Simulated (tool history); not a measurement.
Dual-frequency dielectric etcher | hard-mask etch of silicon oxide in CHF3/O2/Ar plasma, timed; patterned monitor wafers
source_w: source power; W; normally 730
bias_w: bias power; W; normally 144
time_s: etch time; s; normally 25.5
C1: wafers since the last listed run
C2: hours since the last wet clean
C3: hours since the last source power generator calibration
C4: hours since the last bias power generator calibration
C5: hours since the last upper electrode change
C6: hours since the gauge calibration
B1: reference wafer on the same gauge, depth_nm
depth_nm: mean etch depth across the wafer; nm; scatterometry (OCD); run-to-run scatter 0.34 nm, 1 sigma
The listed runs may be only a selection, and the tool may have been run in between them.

{"run": 1, "hour": 0.0, "source_w": 730, "bias_w": 144, "time_s": 25.5, "C1": 0, "C2": 126.1, "C3": 1607.7, "C4": 2510.8, "C5": 3095.4, "C6": 139.9, "B1": 54.2, "depth_nm": 53}
{"run": 2, "hour": 32.2, "source_w": 730, "bias_w": 144, "time_s": 25.5, "C1": 414, "C2": 158.3, "C3": 1639.9, "C4": 2543, "C5": 3127.6, "C6": 172.1, "B1": 54.2, "depth_nm": 52.7}
{"run": 3, "hour": 61.2, "source_w": 640, "bias_w": 144, "time_s": 25.5, "C1": 373, "C2": 187.3, "C3": 1668.9, "C4": 2572, "C5": 3156.6, "C6": 201.1, "B1": 54.2, "depth_nm": 48.4}
{"run": 4, "hour": 86.5, "source_w": 810, "bias_w": 144, "time_s": 25.5, "C1": 325, "C2": 212.6, "C3": 1694.2, "C4": 2597.3, "C5": 3181.9, "C6": 226.4, "B1": 54.2, "depth_nm": 55.9}
{"run": 5, "hour": 122.5, "source_w": 730, "bias_w": 167, "time_s": 25.5, "C1": 463, "C2": 248.6, "C3": 1730.2, "C4": 2633.3, "C5": 3217.9, "C6": 262.4, "B1": 54.3, "depth_nm": 56.4}
{"run": 6, "hour": 158.3, "source_w": 730, "bias_w": 160, "time_s": 25.5, "C1": 461, "C2": 284.4, "C3": 1766, "C4": 2669.1, "C5": 3253.7, "C6": 298.2, "B1": 54.2, "depth_nm": 55.1}
{"run": 7, "hour": 173.7, "source_w": 730, "bias_w": 160, "time_s": 25.5, "C1": 198, "C2": 299.8, "C3": 1781.4, "C4": 2684.5, "C5": 3269.1, "C6": 313.6, "B1": 54.2, "depth_nm": 55.3}
{"run": 8, "hour": 193.3, "source_w": 730, "bias_w": 160, "time_s": 25.5, "C1": 252, "C2": 319.4, "C3": 1801, "C4": 2704.1, "C5": 3288.7, "C6": 333.2, "B1": 54.2, "depth_nm": 55.2}
{"run": 9, "hour": 226.1, "source_w": 730, "bias_w": 144, "time_s": 25.5, "C1": 422, "C2": 352.2, "C3": 1833.8, "C4": 2736.9, "C5": 3321.5, "C6": 366, "B1": 54.2, "depth_nm": 52.7}
{"run": 10, "hour": 240.2, "source_w": 730, "bias_w": 144, "time_s": 25.5, "C1": 181, "C2": 366.3, "C3": 1847.9, "C4": 2751, "C5": 3335.6, "C6": 380.1, "B1": 54.2, "depth_nm": 51.8}
{"run": 11, "hour": 274.7, "source_w": 730, "bias_w": 144, "time_s": 25.5, "C1": 444, "C2": 400.8, "C3": 1882.4, "C4": 2785.5, "C5": 3370.1, "C6": 414.6, "B1": 54.2, "depth_nm": 52.8}
{"hour": 300.4, "done": "wet clean of the chamber"}
{"run": 12, "hour": 309.7, "source_w": 730, "bias_w": 144, "time_s": 25.5, "C1": 141, "C2": 9.3, "C3": 1917.4, "C4": 2820.5, "C5": 3405.1, "C6": 449.6, "B1": 54.1, "depth_nm": 52}
{"run": 13, "hour": 337.6, "source_w": 730, "bias_w": 144, "time_s": 25.5, "C1": 359, "C2": 37.2, "C3": 1945.3, "C4": 2848.4, "C5": 3433, "C6": 477.5, "B1": 54.2, "depth_nm": 52}
{"hour": 354.0, "done": "source power generator calibrated"}
{"run": 14, "hour": 357.9, "source_w": 730, "bias_w": 144, "time_s": 25.5, "C1": 209, "C2": 57.5, "C3": 3.9, "C4": 2868.7, "C5": 3453.3, "C6": 497.8, "B1": 54.2, "depth_nm": 52.9}
{"run": 15, "hour": 370.7, "source_w": 730, "bias_w": 144, "time_s": 25.5, "C1": 164, "C2": 70.3, "C3": 16.7, "C4": 2881.5, "C5": 3466.1, "C6": 510.6, "B1": 54.2, "depth_nm": 52.5}
{"run": 16, "hour": 405.9, "source_w": 660, "bias_w": 164, "time_s": 25.5, "C1": 453, "C2": 105.5, "C3": 51.9, "C4": 2916.7, "C5": 3501.3, "C6": 545.8, "B1": 54.2, "depth_nm": 53}
{"run": 17, "hour": 422.8, "source_w": 600, "bias_w": 144, "time_s": 25.5, "C1": 217, "C2": 122.4, "C3": 68.8, "C4": 2933.6, "C5": 3518.2, "C6": 562.7, "B1": 54.2, "depth_nm": 46.3}
{"run": 18, "hour": 456.0, "source_w": 550, "bias_w": 157, "time_s": 25.5, "C1": 427, "C2": 155.6, "C3": 102, "C4": 2966.8, "C5": 3551.4, "C6": 595.9, "B1": 54.2, "depth_nm": 45.3}
{"hour": 525.0, "done": "gauge calibrated"}
{"run": 19, "hour": 535.8, "source_w": 730, "bias_w": 144, "time_s": 25.5, "C1": 1027, "C2": 235.4, "C3": 181.8, "C4": 3046.6, "C5": 3631.2, "C6": 10.8, "B1": 54.2, "depth_nm": 52.8}
{"hour": 642.6, "done": "upper electrode replaced"}
{"run": 20, "hour": 643.1, "source_w": 600, "bias_w": 135, "time_s": 27.5, "C1": 1072, "C2": 342.7, "C3": 289.1, "C4": 3153.9, "C5": 0.5, "C6": 118.1, "B1": 54.2, "depth_nm": 48.7}
{"run": 21, "hour": 647.4, "source_w": 730, "bias_w": 144, "time_s": 31, "C1": 55, "C2": 347, "C3": 293.4, "C4": 3158.2, "C5": 4.8, "C6": 122.4, "B1": 54.2, "depth_nm": 65.1}
{"hour": 687.8, "done": "bias power generator calibrated"}
{"run": 22, "hour": 692.9, "source_w": 790, "bias_w": 144, "time_s": 29, "C1": 534, "C2": 392.5, "C3": 338.9, "C4": 5.1, "C5": 50.3, "C6": 167.9, "B1": 54.2, "depth_nm": 62.6}
{"run": 23, "hour": 709.7, "source_w": 730, "bias_w": 144, "time_s": 25.5, "C1": 216, "C2": 409.3, "C3": 355.7, "C4": 21.9, "C5": 67.1, "C6": 184.7, "B1": 54.2, "depth_nm": 52.6}
{"hour": 779.9, "done": "wet clean of the chamber"}
{"run": 24, "hour": 780.4, "source_w": 730, "bias_w": 144, "time_s": 27.5, "C1": 601, "C2": 0.5, "C3": 426.4, "C4": 92.6, "C5": 137.8, "C6": 255.4, "B1": 54.2, "depth_nm": 56.6}
{"run": 25, "hour": 798.2, "source_w": 730, "bias_w": 144, "time_s": 25.5, "C1": 229, "C2": 18.3, "C3": 444.2, "C4": 110.4, "C5": 155.6, "C6": 273.2, "B1": 54.2, "depth_nm": 53.2}
{"run": 26, "hour": 830.0, "source_w": 730, "bias_w": 144, "time_s": 25.5, "C1": 409, "C2": 50.1, "C3": 476, "C4": 142.2, "C5": 187.4, "C6": 305, "B1": 54.2, "depth_nm": 52}
{"run": 27, "hour": 874.7, "source_w": 730, "bias_w": 176, "time_s": 21, "C1": 575, "C2": 94.8, "C3": 520.7, "C4": 186.9, "C5": 232.1, "C6": 349.7, "B1": 54.2, "depth_nm": 47.9}
{"run": 28, "hour": 897.9, "source_w": 810, "bias_w": 134, "time_s": 23, "C1": 298, "C2": 118, "C3": 543.9, "C4": 210.1, "C5": 255.3, "C6": 372.9, "B1": 54.2, "depth_nm": 48.4}
{"run": 29, "hour": 930.0, "source_w": 730, "bias_w": 144, "time_s": 25.5, "C1": 413, "C2": 150.1, "C3": 576, "C4": 242.2, "C5": 287.4, "C6": 405, "B1": 54.3, "depth_nm": 52.8}

5 ways to go on from here, each from the tool as it stands after run 29. What would each give?
{"run": "A", "hour": 930.4, "source_w": 610, "bias_w": 144, "time_s": 25.5, "C1": 5, "C2": 150.5, "C3": 576.4, "C4": 242.6, "C5": 287.8, "C6": 405.4, "B1": "?", "depth_nm": "?"}
{"run": "B", "hour": 930.4, "source_w": 730, "bias_w": 162, "time_s": 31.5, "C1": 5, "C2": 150.5, "C3": 576.4, "C4": 242.6, "C5": 287.8, "C6": 405.4, "B1": "?", "depth_nm": "?"}
{"run": "C", "hour": 930.4, "source_w": 730, "bias_w": 155, "time_s": 29.5, "C1": 5, "C2": 150.5, "C3": 576.4, "C4": 242.6, "C5": 287.8, "C6": 405.4, "B1": "?", "depth_nm": "?"}
{"run": "D", "hour": 930.4, "source_w": 730, "bias_w": 171, "time_s": 21, "C1": 5, "C2": 150.5, "C3": 576.4, "C4": 242.6, "C5": 287.8, "C6": 405.4, "B1": "?", "depth_nm": "?"}
{"run": "E", "hour": 930.4, "source_w": 850, "bias_w": 109, "time_s": 25.5, "C1": 5, "C2": 150.5, "C3": 576.4, "C4": 242.6, "C5": 287.8, "C6": 405.4, "B1": "?", "depth_nm": "?"}

run=A B1=54.2 depth_nm=47.3
run=B B1=54.2 depth_nm=69.5
run=C B1=54.2 depth_nm=63.7
run=D B1=54.2 depth_nm=47.6
run=E B1=54.2 depth_nm=50.3
With no hidden state in the tool, these same runs would have given:
run=A depth_nm=47.3
run=B depth_nm=69.5
run=C depth_nm=63.7
run=D depth_nm=47.6
run=E depth_nm=50.3
